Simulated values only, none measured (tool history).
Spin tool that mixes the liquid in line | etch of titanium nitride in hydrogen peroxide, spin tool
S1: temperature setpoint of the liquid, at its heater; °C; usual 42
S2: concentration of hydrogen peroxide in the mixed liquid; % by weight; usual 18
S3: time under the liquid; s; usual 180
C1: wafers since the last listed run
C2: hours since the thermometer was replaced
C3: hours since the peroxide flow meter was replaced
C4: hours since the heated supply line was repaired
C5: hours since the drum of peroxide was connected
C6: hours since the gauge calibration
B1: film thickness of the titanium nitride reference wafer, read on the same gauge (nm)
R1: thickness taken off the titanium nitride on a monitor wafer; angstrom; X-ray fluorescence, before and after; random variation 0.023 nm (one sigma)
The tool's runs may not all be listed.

run	hour	S1	S2	S3	C1	C2	C3	C4	C5	C6	B1	R1
1	0	42	18	180	0	2723.6	2139.4	39	156.1	571.4	59.99	53.2
2	14.2	42	18	285	125	2737.8	2153.6	53.2	170.3	585.6	60.01	84.9
3	32.9	42	18	180	164	2756.5	2172.3	71.9	189	604.3	59.98	53.3
4	57.9	34	20.5	100	220	2781.5	2197.3	96.9	214	629.3	59.96	16.1
5	76.3	42	18	180	162	2799.9	2215.7	115.3	232.4	647.7	60.06	52.9
6	98	42	13	180	191	2821.6	2237.4	137	254.1	669.4	59.98	49.5
7	122.6	50.5	14	180	217	2846.2	2262	161.6	278.7	694	60.03	94.2
# hour 134.3: peroxide flow meter replaced
8	151.2	42	18	180	243	2874.8	16.9	190.2	307.3	722.6	60.01	54
9	166.1	42	12.5	210	131	2889.7	31.8	205.1	322.2	737.5	60.01	57.8
10	197.5	42	18	180	277	2921.1	63.2	236.5	353.6	768.9	60	53.6
11	222.8	42	18	180	223	2946.4	88.5	261.8	378.9	794.2	60.04	53.6
12	247.2	42	13	150	215	2970.8	112.9	286.2	403.3	818.6	60.02	41.6
13	265.3	42	18	180	159	2988.9	131	304.3	421.4	836.7	59.97	54.1
# hour 274.8: gauge calibrated
14	277.6	35.5	23.5	70	108	3001.2	143.3	316.6	433.7	2.8	60	13.3
15	294.1	35	18	180	145	3017.7	159.8	333.1	450.2	19.3	60	31.1
16	327.4	32	13	235	293	3051	193.1	366.4	483.5	52.6	60.02	29.5
17	355.6	42	18	180	248	3079.2	221.3	394.6	511.7	80.8	60.02	53.4
# hour 380.4: thermometer replaced
18	382.7	50.5	14.5	180	230	2.3	248.4	421.7	538.8	107.9	59.98	95.4

Forecast run 19:
19	453	50.5	18	140	620	72.6	318.7	492	609.1	178.2	?	?

Run 19 gave B1 60.01, R1 77.4 angstrom.
Without the tool's hidden state the same run would have given R1 80.2 angstrom.
